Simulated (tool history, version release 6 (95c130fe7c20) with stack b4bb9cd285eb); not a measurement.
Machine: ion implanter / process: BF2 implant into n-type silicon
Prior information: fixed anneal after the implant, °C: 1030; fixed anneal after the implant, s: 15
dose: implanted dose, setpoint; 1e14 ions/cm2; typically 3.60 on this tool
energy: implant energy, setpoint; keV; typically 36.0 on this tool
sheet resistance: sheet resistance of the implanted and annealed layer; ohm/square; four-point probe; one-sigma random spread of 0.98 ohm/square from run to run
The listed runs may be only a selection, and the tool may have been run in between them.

run,hour,dose,energy,"read-back reference wafer on the same gauge, sheet resistance",sheet resistance
1,0.0,3.60,36.0,308.12,294.81
2,16.0,3.60,36.0,308.51,297.02
3,33.2,3.60,32.5,307.96,299.79
4,116.1,3.60,36.0,308.11,298.11
5,130.9,3.60,36.0,307.58,295.26
6,155.1,3.60,36.0,308.04,295.96
7,186.5,3.60,36.0,307.91,296.28
8,222.0,3.60,36.0,308.00,296.10
9,325.2,3.60,36.0,307.44,295.81
10,345.2,3.60,36.0,308.16,295.05
11,365.7,4.32,36.0,308.35,252.47
12,400.0,4.32,36.0,308.06,253.65
13,423.4,3.60,36.0,308.01,295.20
# hour 453.5: Faraday cup replaced and dose calibrated
14,454.5,3.60,36.0,308.05,295.80
15,481.7,3.95,36.0,308.02,272.57
16,506.6,3.95,36.0,307.71,272.02
17,537.8,3.95,36.0,307.65,274.56
18,566.5,3.13,36.0,308.09,333.96
19,596.6,4.05,29.0,307.90,272.66
20,627.4,4.27,28.0,307.78,262.99
21,654.7,4.55,24.5,308.50,253.72
22,685.4,4.25,44.5,308.02,252.53
23,701.0,3.87,44.5,308.20,272.63
24,717.4,3.60,29.5,307.93,301.99
25,740.5,3.60,30.5,307.76,300.35
26,755.6,3.97,31.0,307.68,275.99
# hour 765.7: extraction supply calibrated
27,780.5,3.60,30.5,307.70,301.19
# hour 791.1: gauge calibrated
28,807.6,3.88,48.0,308.22,269.11
29,840.4,2.68,43.0,308.10,372.55
30,860.6,3.60,36.0,307.86,295.56
31,894.8,3.60,36.0,307.85,295.83
32,927.9,2.81,48.0,307.98,353.90
33,940.0,4.25,44.5,307.83,250.87
34,955.1,2.80,36.0,308.03,365.12
# hour 974.3: Faraday cup replaced and dose calibrated
35,981.5,3.60,36.0,307.86,295.39
36,994.7,3.20,48.0,307.88,317.31
37,1025.1,3.11,29.5,308.17,343.62

Alternative continuations, all from the tool just after run 37; predict every row:
A,1025.5,3.60,36.0,?,?
B,1025.5,3.60,25.5,?,?
C,1025.5,2.86,32.5,?,?
D,1025.5,2.91,45.0,?,?

run,"read-back reference wafer on the same gauge, sheet resistance",sheet resistance
A,308.00,293.63
B,308.00,303.82
C,308.00,360.93
D,308.00,343.52
Without the tool's hidden state the same runs would have given:
run,sheet resistance
A,293.63
B,303.82
C,360.93
D,343.52
